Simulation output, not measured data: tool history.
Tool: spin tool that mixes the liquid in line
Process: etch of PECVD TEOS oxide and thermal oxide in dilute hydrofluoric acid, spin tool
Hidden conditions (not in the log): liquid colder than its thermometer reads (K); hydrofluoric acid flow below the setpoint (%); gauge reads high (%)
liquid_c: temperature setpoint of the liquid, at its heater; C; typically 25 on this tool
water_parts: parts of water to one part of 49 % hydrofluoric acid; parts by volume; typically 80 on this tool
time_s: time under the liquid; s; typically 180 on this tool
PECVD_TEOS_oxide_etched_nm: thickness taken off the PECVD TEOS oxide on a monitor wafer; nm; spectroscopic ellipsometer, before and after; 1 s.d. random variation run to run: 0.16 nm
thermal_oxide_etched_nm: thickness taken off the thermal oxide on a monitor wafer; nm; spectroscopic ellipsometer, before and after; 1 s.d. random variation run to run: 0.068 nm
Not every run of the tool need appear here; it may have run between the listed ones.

run	hour	liquid_c	water_parts	time_s	wafers since the last listed run	hours since the thermometer was replaced	hours since the hydrofluoric acid flow meter was replaced	hours since the gauge calibration	read-back film thickness of the PECVD TEOS oxide reference wafer, read on the same gauge (nm)	read-back film thickness of the thermal oxide reference wafer, read on the same gauge (nm)	PECVD_TEOS_oxide_etched_nm	thermal_oxide_etched_nm
1	0	25	80	235	0	1395.9	1300.5	915.1	70.01	30	54.03	15.22
2	28.2	25	70	255	179	1424.1	1328.7	943.3	70.01	30.01	68.2	18.81
3	64	28	55	180	228	1459.9	1364.5	979.1	69.99	30.02	70.36	19.64
4	82.2	25	80	180	116	1478.1	1382.7	997.3	69.99	29.98	41.61	11.5
5	114.5	25	80	180	205	1510.4	1415	1029.6	69.99	30.03	41.36	11.53
6	133.4	25	90	180	120	1529.3	1433.9	1048.5	70.02	30	36.15	10.02
7	154.4	25	90	180	133	1550.3	1454.9	1069.5	69.98	30.01	36.48	10.12
8	169.5	25	80	180	96	1565.4	1470	1084.6	70.03	30.01	41.21	11.44
# hour 177.1: gauge calibrated
9	181.6	25	80	180	77	1577.5	1482.1	4.5	70.01	30	41.07	11.46
10	202.1	21	50	215	130	1598	1502.6	25	69.99	30.01	69.5	19.34
11	216.3	25	80	180	90	1612.2	1516.8	39.2	69.98	29.99	41.18	11.39
# hour 219.6: hydrofluoric acid flow meter replaced
12	239.7	25	80	180	142	1635.6	20.1	62.6	69.98	30.01	42.42	11.75
13	265.3	26.5	105	145	163	1661.2	45.7	88.2	70	30	26.67	7.5
14	296.3	21	95	180	197	1692.2	76.7	119.2	70	30.02	29.87	8.27
15	331	25	80	180	221	1726.9	111.4	153.9	69.97	30	42.03	11.85
16	343.6	27.5	95	270	80	1739.5	124	166.5	69.98	29.99	58.17	16.07
17	369.3	25	80	180	163	1765.2	149.7	192.2	69.99	30.01	42.32	11.85
18	385	20.5	80	240	100	1780.9	165.4	207.9	69.97	30	46.83	13.14
# hour 397.9: thermometer replaced
19	406.6	27	105	280	131	8.7	187	229.5	70.02	29.98	54.21	15.01
20	441.5	25	80	180	222	43.6	221.9	264.4	70	30.01	43.88	12.11
21	476.3	28.5	80	125	221	78.4	256.7	299.2	70.02	29.99	34.96	9.67
22	575.3	27	110	250	631	177.4	355.7	398.2	69.98	29.98	45.74	12.67
23	595.5	25	80	180	128	197.6	375.9	418.4	70.02	29.97	43.46	12.18
24	619.7	25	80	180	154	221.8	400.1	442.6	69.98	30.01	43.53	12.15
25	653.6	25	45	180	216	255.7	434	476.5	70.03	30	81.11	22.44
26	736.6	21.5	100	180	529	338.7	517	559.5	69.96	29.99	29.39	8.07
27	752.5	28	105	80	101	354.6	532.9	575.4	70	30	15.87	4.46

3 ways to go on from here, each from the tool as it stands after run 27. What would each give?
A	753	21.5	80	180	3	355.1	533.4	575.9	?	?	?	?
B	753	21.5	50	75	3	355.1	533.4	575.9	?	?	?	?
C	753	29.5	50	115	3	355.1	533.4	575.9	?	?	?	?

run	read-back film thickness of the PECVD TEOS oxide reference wafer, read on the same gauge (nm)	read-back film thickness of the thermal oxide reference wafer, read on the same gauge (nm)	PECVD_TEOS_oxide_etched_nm	thermal_oxide_etched_nm
A	70.01	30	37.33	10.51
B	70.01	30	25.82	7.27
C	70.01	30	54.84	15.44
With no hidden state in the tool, these same runs would have given:
run	PECVD_TEOS_oxide_etched_nm	thermal_oxide_etched_nm
A	38.34	10.79
B	26.51	7.46
C	56.29	15.85
